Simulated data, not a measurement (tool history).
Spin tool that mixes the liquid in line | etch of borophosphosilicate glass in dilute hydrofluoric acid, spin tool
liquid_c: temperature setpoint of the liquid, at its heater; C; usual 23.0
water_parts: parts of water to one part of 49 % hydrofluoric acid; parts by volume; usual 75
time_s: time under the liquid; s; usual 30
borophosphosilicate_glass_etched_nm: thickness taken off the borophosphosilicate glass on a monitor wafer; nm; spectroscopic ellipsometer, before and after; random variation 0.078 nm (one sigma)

| run | hour | liquid_c | water_parts | time_s | read-back film thickness of the borophosphosilicate glass reference wafer, read on the same gauge (nm) | borophosphosilicate_glass_etched_nm |
|---|---|---|---|---|---|---|
| 1 | 0.0 | 23.0 | 75 | 30 | 120.03 | 22.88 |
| 2 | 57.4 | 23.0 | 75 | 30 | 119.99 | 22.90 |
| 3 | 113.5 | 23.0 | 75 | 30 | 120.05 | 22.73 |
| 4 | 156.1 | 23.0 | 75 | 30 | 120.00 | 22.80 |
|  | 217.4 | thermometer replaced |
| 5 | 227.4 | 23.0 | 75 | 30 | 119.96 | 22.54 |
| 6 | 280.2 | 21.0 | 75 | 30 | 119.97 | 20.92 |
| 7 | 386.3 | 22.0 | 75 | 30 | 119.99 | 21.74 |
| 8 | 472.5 | 23.0 | 75 | 30 | 119.94 | 22.55 |
| 9 | 533.4 | 23.0 | 75 | 30 | 119.99 | 22.50 |
|  | 562.9 | gauge calibrated |
| 10 | 586.3 | 19.5 | 85 | 25 | 120.03 | 14.12 |
| 11 | 691.4 | 23.0 | 75 | 30 | 119.98 | 22.30 |
| 12 | 765.9 | 20.5 | 75 | 45 | 120.00 | 30.25 |
|  | 831.4 | hydrofluoric acid flow meter replaced |
| 13 | 838.8 | 19.0 | 90 | 40 | 120.03 | 22.01 |
|  | 917.3 | thermometer replaced |
| 14 | 938.4 | 23.0 | 95 | 45 | 119.97 | 27.23 |
| 15 | 1017.1 | 23.0 | 75 | 30 | 120.03 | 23.53 |
| 16 | 1095.2 | 23.0 | 75 | 30 | 120.05 | 23.35 |
| 17 | 1169.8 | 19.5 | 50 | 45 | 120.01 | 47.01 |
| 18 | 1273.2 | 23.0 | 75 | 30 | 120.00 | 23.46 |
| 19 | 1356.0 | 26.0 | 60 | 15 | 119.97 | 16.90 |

Forecast each of these 5 alternatives for the next run:
| A | 1356.4 | 23.0 | 75 | 30 | ? | ? |
| B | 1356.4 | 21.5 | 75 | 30 | ? | ? |
| C | 1356.4 | 19.0 | 75 | 15 | ? | ? |
| D | 1356.4 | 23.0 | 110 | 40 | ? | ? |
| E | 1356.4 | 23.0 | 75 | 40 | ? | ? |

| run | read-back film thickness of the borophosphosilicate glass reference wafer, read on the same gauge (nm) | borophosphosilicate_glass_etched_nm |
|---|---|---|
| A | 119.98 | 23.29 |
| B | 119.98 | 21.90 |
| C | 119.98 | 9.87 |
| D | 119.98 | 20.28 |
| E | 119.98 | 31.05 |
Without the tool's hidden state the same runs would have given:
| run | borophosphosilicate_glass_etched_nm |
|---|---|
| A | 23.74 |
| B | 22.33 |
| C | 10.06 |
| D | 20.69 |
| E | 31.66 |

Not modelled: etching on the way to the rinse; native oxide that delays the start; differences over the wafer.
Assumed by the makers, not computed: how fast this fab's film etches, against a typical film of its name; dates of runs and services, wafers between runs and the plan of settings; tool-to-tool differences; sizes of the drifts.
